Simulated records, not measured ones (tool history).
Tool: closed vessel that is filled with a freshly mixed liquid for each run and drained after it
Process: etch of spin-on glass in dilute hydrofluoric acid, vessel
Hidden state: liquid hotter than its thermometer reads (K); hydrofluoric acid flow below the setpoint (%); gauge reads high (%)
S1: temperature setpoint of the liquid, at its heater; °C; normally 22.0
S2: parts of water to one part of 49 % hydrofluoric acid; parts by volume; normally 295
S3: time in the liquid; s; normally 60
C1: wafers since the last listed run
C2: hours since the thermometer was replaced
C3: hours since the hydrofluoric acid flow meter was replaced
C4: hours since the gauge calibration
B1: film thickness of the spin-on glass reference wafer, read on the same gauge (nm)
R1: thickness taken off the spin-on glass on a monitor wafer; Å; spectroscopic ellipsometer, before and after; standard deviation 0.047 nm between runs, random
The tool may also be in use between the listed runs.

run 1 day=0.000 | S1=22.0 S2=295 S3=60 | C1=0 C2=969.8 C3=765.7 C4=253.1 | B1=140.00 | R1=91.6
run 2 day=0.550 | S1=22.0 S2=295 S3=60 | C1=1841 C2=983.0 C3=778.9 C4=266.3 | B1=140.02 | R1=92.6
run 3 day=1.275 | S1=22.0 S2=295 S3=60 | C1=2427 C2=1000.4 C3=796.3 C4=283.7 | B1=139.99 | R1=91.7
run 4 day=1.667 | S1=22.0 S2=295 S3=60 | C1=1311 C2=1009.8 C3=805.7 C4=293.1 | B1=140.02 | R1=92.5
run 5 day=2.054 | S1=22.0 S2=295 S3=60 | C1=1297 C2=1019.1 C3=815.0 C4=302.4 | B1=140.01 | R1=93.1
run 6 day=2.567 | S1=22.0 S2=295 S3=60 | C1=1716 C2=1031.4 C3=827.3 C4=314.7 | B1=139.99 | R1=92.0
run 7 day=2.833 | S1=22.0 S2=295 S3=60 | C1=893 C2=1037.8 C3=833.7 C4=321.1 | B1=139.99 | R1=93.1
run 8 day=3.454 | S1=22.0 S2=295 S3=60 | C1=2079 C2=1052.7 C3=848.6 C4=336.0 | B1=140.01 | R1=91.9
run 9 day=4.083 | S1=22.0 S2=295 S3=50 | C1=2107 C2=1067.8 C3=863.7 C4=351.1 | B1=139.98 | R1=76.4
run 10 day=4.667 | S1=22.0 S2=295 S3=50 | C1=1953 C2=1081.8 C3=877.7 C4=365.1 | B1=139.99 | R1=76.9
run 11 day=5.042 | S1=22.0 S2=295 S3=50 | C1=1255 C2=1090.8 C3=886.7 C4=374.1 | B1=139.99 | R1=77.0
-- day=5.150 gauge calibrated
run 12 day=5.625 | S1=22.0 S2=295 S3=60 | C1=1953 C2=1104.8 C3=900.7 C4=11.4 | B1=140.00 | R1=92.3
run 13 day=6.338 | S1=22.0 S2=295 S3=60 | C1=2386 C2=1121.9 C3=917.8 C4=28.5 | B1=140.03 | R1=92.3
-- day=6.467 hydrofluoric acid flow meter replaced
run 14 day=6.892 | S1=22.0 S2=295 S3=60 | C1=1716 C2=1135.2 C3=10.2 C4=41.8 | B1=139.99 | R1=91.7
run 15 day=7.562 | S1=20.5 S2=295 S3=60 | C1=2246 C2=1151.3 C3=26.3 C4=57.9 | B1=140.02 | R1=86.8
run 16 day=8.188 | S1=20.5 S2=295 S3=60 | C1=2093 C2=1166.3 C3=41.3 C4=72.9 | B1=140.02 | R1=86.9
run 17 day=8.854 | S1=22.0 S2=295 S3=60 | C1=2232 C2=1182.3 C3=57.3 C4=88.9 | B1=140.00 | R1=92.7
run 18 day=9.271 | S1=24.0 S2=425 S3=30 | C1=1395 C2=1192.3 C3=67.3 C4=98.9 | B1=140.00 | R1=30.4
run 19 day=9.829 | S1=25.5 S2=405 S3=90 | C1=1869 C2=1205.7 C3=80.7 C4=112.3 | B1=140.03 | R1=102.5
run 20 day=10.254 | S1=22.0 S2=295 S3=60 | C1=1423 C2=1215.9 C3=90.9 C4=122.5 | B1=139.99 | R1=92.4
run 21 day=10.558 | S1=22.0 S2=295 S3=60 | C1=1018 C2=1223.2 C3=98.2 C4=129.8 | B1=140.03 | R1=91.2
run 22 day=10.954 | S1=22.0 S2=295 S3=60 | C1=1325 C2=1232.7 C3=107.7 C4=139.3 | B1=140.00 | R1=91.5
run 23 day=11.388 | S1=24.0 S2=440 S3=85 | C1=1451 C2=1243.1 C3=118.1 C4=149.7 | B1=140.01 | R1=82.5

Forecast run 24:
run 24 day=11.708 | S1=22.0 S2=165 S3=50 | C1=1074 C2=1250.8 C3=125.8 C4=157.4 | B1=? | R1=?

B1: 139.99
R1: 154.8 Å
The same run, on a tool lacking any hidden state, would have yielded R1 154.8 Å.
